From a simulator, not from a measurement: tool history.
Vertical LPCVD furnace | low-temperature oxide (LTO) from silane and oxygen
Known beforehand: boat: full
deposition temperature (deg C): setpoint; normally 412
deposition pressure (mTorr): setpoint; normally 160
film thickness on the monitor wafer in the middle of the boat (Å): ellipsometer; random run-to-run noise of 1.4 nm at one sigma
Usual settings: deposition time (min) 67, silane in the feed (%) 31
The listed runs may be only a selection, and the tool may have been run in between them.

run	hour	deposition temperature (deg C)	deposition pressure (mTorr)	deposition time (min)	silane in the feed (%)	read-back reference wafer on the same gauge, thickness	film thickness on the monitor wafer in the middle of the boat (Å)
1	0	412	160	81	31	393.71	4073.2
2	8.5	412	160	81	31	393.47	4073.7
3	15	412	160	67	31	394.05	3356.1
4	30.8	412	160	67	31	393.68	3333.1
5	47.7	412	160	67	31	393.94	3370.1
6	56.9	412	160	60.5	36	394.65	3703
7	69	412	140	67	31	393.89	2933.4
8	78	423	160	83.5	31	393.85	4728.9
# hour 102.3: thermocouples replaced and temperature profile calibrated
9	102.8	404	135	47	31	394.72	1799.6
10	107.4	412	160	67	31	393.7	3333.4
# hour 108.1: gauge calibrated
11	112	405	160	67	31	393.87	3093.2
12	125.1	412	150	80	33	393.95	4100
13	140.6	412	185	76.5	31	393.99	4406.6
# hour 169.3: silane flow controller replaced
14	169.8	412	175	88.5	37	393.51	6433.1
15	175.7	412	195	67	29	394.09	3899
16	206.9	417	135	52.5	27	393.9	2007
17	224.7	421	160	47	31	394.47	2710.6
18	235.4	412	160	57	33	393.57	3251
19	255.3	406	160	67	36	394.26	4007.9
# hour 288: pressure gauge zeroed
20	288.5	412	160	67	31	394.37	3519.5
21	293.1	420	120	67	36	393.99	3520
22	298.8	412	160	67	36	394.1	4298.3
23	310	419	175	67	31	394.03	4145.6
24	324.2	409	125	88.5	28	394.4	3015.2
25	332.3	412	160	67	31	394.11	3500.3
26	350.8	416	160	67	31	394.05	3662.5
27	358.5	412	160	77	31	393.87	4025.2
28	372.8	412	160	67	37	394.37	4425.9
29	421.7	412	160	67	31	394.08	3517.7
30	432.2	418	160	54	26	393.81	2343.4
31	448	419	160	67	31	393.36	3773.9

Hidden state or all else? Some run-to-run changes of film thickness on the monitor wafer in the middle of the boat (Å), split into what the settings, what came in and random variation would give without the hidden state, and what is left for the hidden state (with any gauge scatter that isn't in both results):
Hidden state at play: true tube temperature minus thermocouple reading, K; true pressure minus gauge reading, mTorr; deviation of the silane flow from its setpoint, %; gauge reads high (%).
Run 7 -> 8: deposition temperature (deg C) 412 -> 423, deposition pressure (mTorr) 140 -> 160, deposition time (min) 67 -> 83.5. film thickness on the monitor wafer in the middle of the boat (Å) +1795.5: hidden state -85.4, all else +1880.9.
Run 8 -> 9: deposition temperature (deg C) 423 -> 404, deposition pressure (mTorr) 160 -> 135, deposition time (min) 83.5 -> 47, thermocouples replaced and temperature profile calibrated. film thickness on the monitor wafer in the middle of the boat (Å) -2929.3: hidden state +137.7, all else -3067.
Run 13 -> 14: deposition pressure (mTorr) 185 -> 175, deposition time (min) 76.5 -> 88.5, silane in the feed (%) 31 -> 37, silane flow controller replaced. film thickness on the monitor wafer in the middle of the boat (Å) +2026.5: hidden state +209.8, all else +1816.7.
Run 14 -> 15: deposition pressure (mTorr) 175 -> 195, deposition time (min) 88.5 -> 67, silane in the feed (%) 37 -> 29. film thickness on the monitor wafer in the middle of the boat (Å) -2534.1: hidden state +4, all else -2538.1.
